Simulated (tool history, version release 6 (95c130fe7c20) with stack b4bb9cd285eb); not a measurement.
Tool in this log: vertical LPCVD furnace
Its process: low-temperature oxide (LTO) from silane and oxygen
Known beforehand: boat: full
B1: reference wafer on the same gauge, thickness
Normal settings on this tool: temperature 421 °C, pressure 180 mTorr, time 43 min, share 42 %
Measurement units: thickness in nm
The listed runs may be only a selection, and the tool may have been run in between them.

run 1 day=0 | temperature=421 pressure=180 time=43 share=42 | B1=407.59 | thickness=437.5
run 2 day=4.45 | temperature=426 pressure=180 time=43 share=42 | B1=408.26 | thickness=460.47
run 3 day=10.354 | temperature=426 pressure=180 time=43 share=42 | B1=407.96 | thickness=462.46
run 4 day=12.617 | temperature=426 pressure=180 time=43 share=42 | B1=408.35 | thickness=464.21
run 5 day=16.062 | temperature=421 pressure=180 time=43 share=42 | B1=407.66 | thickness=439.37
run 6 day=19.246 | temperature=421 pressure=180 time=43 share=42 | B1=408.36 | thickness=441.37
run 7 day=22.721 | temperature=421 pressure=180 time=43 share=42 | B1=407.98 | thickness=438.13
run 8 day=25.221 | temperature=421 pressure=180 time=43 share=42 | B1=407.9 | thickness=443.09
run 9 day=27.454 | temperature=421 pressure=200 time=43 share=46 | B1=407.79 | thickness=534.61
run 10 day=29.288 | temperature=412 pressure=180 time=43 share=37 | B1=407.84 | thickness=344.31
-- day=29.971 gauge calibrated
-- day=33.192 pressure gauge zeroed
run 11 day=33.212 | temperature=421 pressure=180 time=43 share=42 | B1=407.94 | thickness=438.46
-- day=37.6 thermocouples replaced and temperature profile calibrated
-- day=41.442 silane flow controller replaced
run 12 day=43.917 | temperature=421 pressure=150 time=37.5 share=49 | B1=408.03 | thickness=371.31
run 13 day=46.208 | temperature=409 pressure=180 time=37.5 share=49 | B1=408.08 | thickness=394.29
run 14 day=48.083 | temperature=421 pressure=180 time=43 share=42 | B1=407.8 | thickness=439.08
run 15 day=52.1 | temperature=411 pressure=180 time=28.5 share=35 | B1=407.53 | thickness=211.14
run 16 day=55.829 | temperature=421 pressure=220 time=31.5 share=42 | B1=408.26 | thickness=395.13
run 17 day=57.992 | temperature=421 pressure=200 time=43 share=46 | B1=408.15 | thickness=536.25
run 18 day=59.529 | temperature=421 pressure=180 time=43 share=42 | B1=407.85 | thickness=441.74
run 19 day=61.454 | temperature=421 pressure=180 time=32.5 share=42 | B1=407.75 | thickness=333.67

Alternative continuations, all from the tool just after run 19; predict every row:
run A day=61.675 | temperature=421 pressure=155 time=43 share=42 | B1=? | thickness=?
run B day=61.675 | temperature=421 pressure=165 time=52 share=36 | B1=? | thickness=?
run C day=61.675 | temperature=429 pressure=190 time=43 share=42 | B1=? | thickness=?

run=A B1=408.21 thickness=381.12
run=B B1=408.21 thickness=410.7
run=C B1=408.21 thickness=505.48
Take away the tool's hidden state, keep each run's random variation, and the runs would have read:
run=A thickness=381.12
run=B thickness=410.7
run=C thickness=505.48
